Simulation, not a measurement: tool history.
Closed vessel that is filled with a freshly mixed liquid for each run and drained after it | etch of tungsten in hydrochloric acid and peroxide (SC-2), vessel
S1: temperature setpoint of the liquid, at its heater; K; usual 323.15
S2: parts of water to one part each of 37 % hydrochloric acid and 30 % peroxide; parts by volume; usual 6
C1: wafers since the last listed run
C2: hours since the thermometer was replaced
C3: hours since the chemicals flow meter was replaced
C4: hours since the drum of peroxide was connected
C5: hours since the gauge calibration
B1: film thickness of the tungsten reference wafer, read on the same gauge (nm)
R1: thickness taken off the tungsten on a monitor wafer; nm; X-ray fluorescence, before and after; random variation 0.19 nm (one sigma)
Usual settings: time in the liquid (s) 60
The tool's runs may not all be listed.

{"run": 1, "hour": 0.0, "S1": 323.15, "S2": 4, "time in the liquid (s)": 60, "C1": 0, "C2": 565.6, "C3": 68.5, "C4": 2.5, "C5": 988, "B1": 39.99, "R1": 27.04}
{"run": 2, "hour": 221.4, "S1": 328.15, "S2": 6, "time in the liquid (s)": 60, "C1": 14299, "C2": 787, "C3": 289.9, "C4": 223.9, "C5": 1209.4, "B1": 39.97, "R1": 26.97}
{"run": 3, "hour": 264.5, "S1": 328.15, "S2": 6, "time in the liquid (s)": 60, "C1": 2783, "C2": 830.1, "C3": 333, "C4": 267, "C5": 1252.5, "B1": 39.99, "R1": 26.75}
{"run": 4, "hour": 372.4, "S1": 328.15, "S2": 6, "time in the liquid (s)": 60, "C1": 6969, "C2": 938, "C3": 440.9, "C4": 374.9, "C5": 1360.4, "B1": 39.96, "R1": 26.21}
{"hour": 460.3, "done": "chemicals flow meter replaced"}
{"run": 5, "hour": 476.5, "S1": 323.15, "S2": 6, "time in the liquid (s)": 60, "C1": 6659, "C2": 1042.1, "C3": 16.2, "C4": 479, "C5": 1464.5, "B1": 40.01, "R1": 18.84}
{"run": 6, "hour": 547.3, "S1": 323.15, "S2": 6, "time in the liquid (s)": 60, "C1": 4572, "C2": 1112.9, "C3": 87, "C4": 549.8, "C5": 1535.3, "B1": 40, "R1": 18.88}
{"hour": 578.3, "done": "thermometer replaced"}
{"run": 7, "hour": 592.4, "S1": 323.15, "S2": 8, "time in the liquid (s)": 60, "C1": 2848, "C2": 14.1, "C3": 132.1, "C4": 594.9, "C5": 1580.4, "B1": 40.01, "R1": 15.22}
{"run": 8, "hour": 628.9, "S1": 323.15, "S2": 8, "time in the liquid (s)": 60, "C1": 2357, "C2": 50.6, "C3": 168.6, "C4": 631.4, "C5": 1616.9, "B1": 39.98, "R1": 14.78}
{"hour": 644.0, "done": "new drum of peroxide connected"}
{"hour": 683.3, "done": "gauge calibrated"}
{"run": 9, "hour": 707.3, "S1": 319.65, "S2": 6, "time in the liquid (s)": 60, "C1": 4999, "C2": 129, "C3": 247, "C4": 63.3, "C5": 24, "B1": 39.95, "R1": 15.65}
{"run": 10, "hour": 807.0, "S1": 323.15, "S2": 6, "time in the liquid (s)": 60, "C1": 6439, "C2": 228.7, "C3": 346.7, "C4": 163, "C5": 123.7, "B1": 39.99, "R1": 19.77}
{"run": 11, "hour": 845.8, "S1": 323.15, "S2": 6, "time in the liquid (s)": 30, "C1": 2506, "C2": 267.5, "C3": 385.5, "C4": 201.8, "C5": 162.5, "B1": 40, "R1": 9.87}
{"run": 12, "hour": 897.3, "S1": 323.15, "S2": 6, "time in the liquid (s)": 90, "C1": 3326, "C2": 319, "C3": 437, "C4": 253.3, "C5": 214, "B1": 39.99, "R1": 29.66}
{"hour": 965.4, "done": "chemicals flow meter replaced"}
{"run": 13, "hour": 995.6, "S1": 323.15, "S2": 8.5, "time in the liquid (s)": 60, "C1": 6284, "C2": 417.3, "C3": 30.2, "C4": 351.6, "C5": 312.3, "B1": 39.98, "R1": 14.83}
{"run": 14, "hour": 1087.6, "S1": 323.15, "S2": 5, "time in the liquid (s)": 40, "C1": 5942, "C2": 509.3, "C3": 122.2, "C4": 443.6, "C5": 404.3, "B1": 39.99, "R1": 14.63}
{"run": 15, "hour": 1125.4, "S1": 329.15, "S2": 6, "time in the liquid (s)": 30, "C1": 2441, "C2": 547.1, "C3": 160, "C4": 481.4, "C5": 442.1, "B1": 40.02, "R1": 14.08}
{"run": 16, "hour": 1203.4, "S1": 315.15, "S2": 4, "time in the liquid (s)": 85, "C1": 5037, "C2": 625.1, "C3": 238, "C4": 559.4, "C5": 520.1, "B1": 40.01, "R1": 20.78}
{"hour": 1232.6, "done": "new drum of peroxide connected"}
{"run": 17, "hour": 1262.6, "S1": 320.15, "S2": 5, "time in the liquid (s)": 45, "C1": 3759, "C2": 684.3, "C3": 297.2, "C4": 30, "C5": 579.3, "B1": 40.01, "R1": 14.22}
{"run": 18, "hour": 1302.6, "S1": 315.15, "S2": 4, "time in the liquid (s)": 85, "C1": 2583, "C2": 724.3, "C3": 337.2, "C4": 70, "C5": 619.3, "B1": 39.95, "R1": 22.04}
{"run": 19, "hour": 1371.7, "S1": 323.15, "S2": 6, "time in the liquid (s)": 60, "C1": 4463, "C2": 793.4, "C3": 406.3, "C4": 139.1, "C5": 688.4, "B1": 40.01, "R1": 19.75}
{"run": 20, "hour": 1457.6, "S1": 332.65, "S2": 8, "time in the liquid (s)": 90, "C1": 5548, "C2": 879.3, "C3": 492.2, "C4": 225, "C5": 774.3, "B1": 40, "R1": 44.08}

Hidden state at the last listed run before each entry between runs and at the first one after, where it differs:
Between runs 4 and 5: chemicals flow meter replaced (hour 460.3)
  peroxide weaker than its label (%): 4.85 -> 6.11
  measured less the result without the state, R1: -1.16 -> -1.07 nm
Between runs 6 and 7: thermometer replaced (hour 578.3)
  peroxide weaker than its label (%): 6.96 -> 7.51
  measured less the result without the state, R1: -1.24 -> -1.12 nm
Between runs 8 and 9: new drum of peroxide connected (hour 644); gauge calibrated (hour 683.3)
  peroxide weaker than its label (%): 7.95 -> 0.968
  measured less the result without the state, R1: -1.15 -> -0.14 nm
Between runs 12 and 13: chemicals flow meter replaced (hour 965.4)
  peroxide weaker than its label (%): 3.26 -> 4.45
  measured less the result without the state, R1: -0.88 -> -0.63 nm
Between runs 16 and 17: new drum of peroxide connected (hour 1232.6)
  peroxide weaker than its label (%): 6.96 -> 0.459
  measured less the result without the state, R1: -1.29 -> -0.06 nm

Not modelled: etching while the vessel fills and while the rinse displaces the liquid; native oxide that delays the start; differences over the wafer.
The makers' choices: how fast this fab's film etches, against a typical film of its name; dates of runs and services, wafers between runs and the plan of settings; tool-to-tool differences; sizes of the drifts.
